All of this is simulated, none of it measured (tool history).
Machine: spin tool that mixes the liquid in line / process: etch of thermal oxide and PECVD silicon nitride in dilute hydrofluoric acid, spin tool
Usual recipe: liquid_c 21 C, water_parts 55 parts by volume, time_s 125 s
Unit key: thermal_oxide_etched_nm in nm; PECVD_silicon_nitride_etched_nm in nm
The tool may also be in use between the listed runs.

| run | hour | liquid_c | water_parts | time_s | wafers since the last listed run | hours since the thermometer was replaced | hours since the hydrofluoric acid flow meter was replaced | hours since the gauge calibration | read-back film thickness of the thermal oxide reference wafer, read on the same gauge (nm) | read-back film thickness of the PECVD silicon nitride reference wafer, read on the same gauge (nm) | thermal_oxide_etched_nm | PECVD_silicon_nitride_etched_nm |
|---|---|---|---|---|---|---|---|---|---|---|---|---|
| 1 | 0 | 21 | 70 | 125 | 0 | 1870.3 | 1408.9 | 156.6 | 49.98 | 40 | 7.37 | 4.99 |
| 2 | 37.4 | 21 | 70 | 125 | 251 | 1907.7 | 1446.3 | 194 | 50.02 | 40.02 | 7.35 | 4.95 |
| 3 | 253.3 | 21 | 55 | 125 | 1453 | 2123.6 | 1662.2 | 409.9 | 50 | 40 | 9.54 | 6.27 |
| 4 | 305.4 | 21 | 55 | 125 | 350 | 2175.7 | 1714.3 | 462 | 50.01 | 40.01 | 9.47 | 6.26 |
| 5 | 355.5 | 21 | 55 | 125 | 337 | 2225.8 | 1764.4 | 512.1 | 49.98 | 40 | 9.51 | 6.13 |
| 6 | 415.8 | 21 | 55 | 125 | 405 | 2286.1 | 1824.7 | 572.4 | 50.02 | 40.01 | 9.54 | 6.33 |
| 7 | 446.7 | 21 | 55 | 125 | 207 | 2317 | 1855.6 | 603.3 | 50.01 | 40.03 | 9.46 | 6.24 |
|  | 495.2 | thermometer replaced |
| 8 | 503.6 | 21 | 55 | 125 | 376 | 8.4 | 1912.5 | 660.2 | 50 | 40 | 9.4 | 6.26 |
| 9 | 569.9 | 21 | 55 | 125 | 446 | 74.7 | 1978.8 | 726.5 | 49.97 | 40 | 9.41 | 6.22 |
| 10 | 638.9 | 21 | 55 | 125 | 464 | 143.7 | 2047.8 | 795.5 | 49.99 | 40.01 | 9.49 | 6.21 |
| 11 | 680.9 | 21 | 55 | 125 | 282 | 185.7 | 2089.8 | 837.5 | 49.99 | 39.99 | 9.5 | 6.23 |
| 12 | 752.9 | 21 | 40 | 85 | 484 | 257.7 | 2161.8 | 909.5 | 49.99 | 39.99 | 8.98 | 5.72 |
| 13 | 802.7 | 17 | 25 | 195 | 335 | 307.5 | 2211.6 | 959.3 | 49.98 | 40.02 | 28.27 | 15.71 |
| 14 | 851.6 | 21 | 40 | 85 | 329 | 356.4 | 2260.5 | 1008.2 | 50.03 | 40 | 8.93 | 5.73 |
| 15 | 960.4 | 25.5 | 55 | 90 | 732 | 465.2 | 2369.3 | 1117 | 50.02 | 40.01 | 8.12 | 6 |
|  | 986.2 | hydrofluoric acid flow meter replaced |
| 16 | 1017.1 | 17 | 85 | 195 | 374 | 521.9 | 30.9 | 1173.7 | 50.01 | 40.01 | 7.54 | 4.63 |
|  | 1042 | gauge calibrated |
| 17 | 1042.1 | 25.5 | 55 | 170 | 168 | 546.9 | 55.9 | 0.1 | 50.03 | 40 | 14.95 | 11.2 |
| 18 | 1094.4 | 18 | 75 | 60 | 352 | 599.2 | 108.2 | 52.4 | 50 | 40.02 | 2.77 | 1.73 |
| 19 | 1128 | 17 | 55 | 175 | 226 | 632.8 | 141.8 | 86 | 50.01 | 40 | 10.76 | 6.28 |
|  | 1167.5 | hydrofluoric acid flow meter replaced, repeated, since the last time left the tool worse |
| 20 | 1186.1 | 21 | 55 | 125 | 384 | 690.9 | 18.6 | 144.1 | 50 | 40.03 | 9.88 | 6.36 |
| 21 | 1237.6 | 21 | 85 | 55 | 346 | 742.4 | 70.1 | 195.6 | 50.01 | 40 | 2.7 | 1.86 |
| 22 | 1301.9 | 24.5 | 75 | 125 | 432 | 806.7 | 134.4 | 259.9 | 50 | 39.98 | 8.12 | 6.02 |
| 23 | 1349 | 21 | 55 | 125 | 317 | 853.8 | 181.5 | 307 | 50.01 | 39.99 | 9.77 | 6.39 |
| 24 | 1410.3 | 21 | 80 | 190 | 412 | 915.1 | 242.8 | 368.3 | 50.03 | 39.99 | 9.94 | 6.79 |

Table of differences, measured result less the result of that run with no hidden state. Run-to-run variation is the same in both. Gauge scatter possibly is not:
Hidden state present: liquid colder than its thermometer reads (K); hydrofluoric acid flow below the setpoint (%); gauge reads high (%).
| run | thermal_oxide_etched_nm | PECVD_silicon_nitride_etched_nm |
|---|---|---|
| 1 | -0.22 | -0.13 |
| 2 | -0.23 | -0.13 |
| 3 | -0.33 | -0.19 |
| 4 | -0.34 | -0.2 |
| 5 | -0.34 | -0.21 |
| 6 | -0.37 | -0.22 |
| 7 | -0.36 | -0.22 |
| 8 | -0.38 | -0.23 |
| 9 | -0.39 | -0.24 |
| 10 | -0.4 | -0.24 |
| 11 | -0.41 | -0.25 |
| 12 | -0.4 | -0.24 |
| 13 | -1.25 | -0.65 |
| 14 | -0.42 | -0.25 |
| 15 | -0.41 | -0.27 |
| 16 | -0.58 | -0.32 |
| 17 | -1.14 | -0.78 |
| 18 | -0.21 | -0.12 |
| 19 | -0.83 | -0.45 |
| 20 | -0.02 | -0.01 |
| 21 | -0.01 | -0.01 |
| 22 | -0.03 | -0.02 |
| 23 | -0.04 | -0.03 |
| 24 | -0.06 | -0.03 |
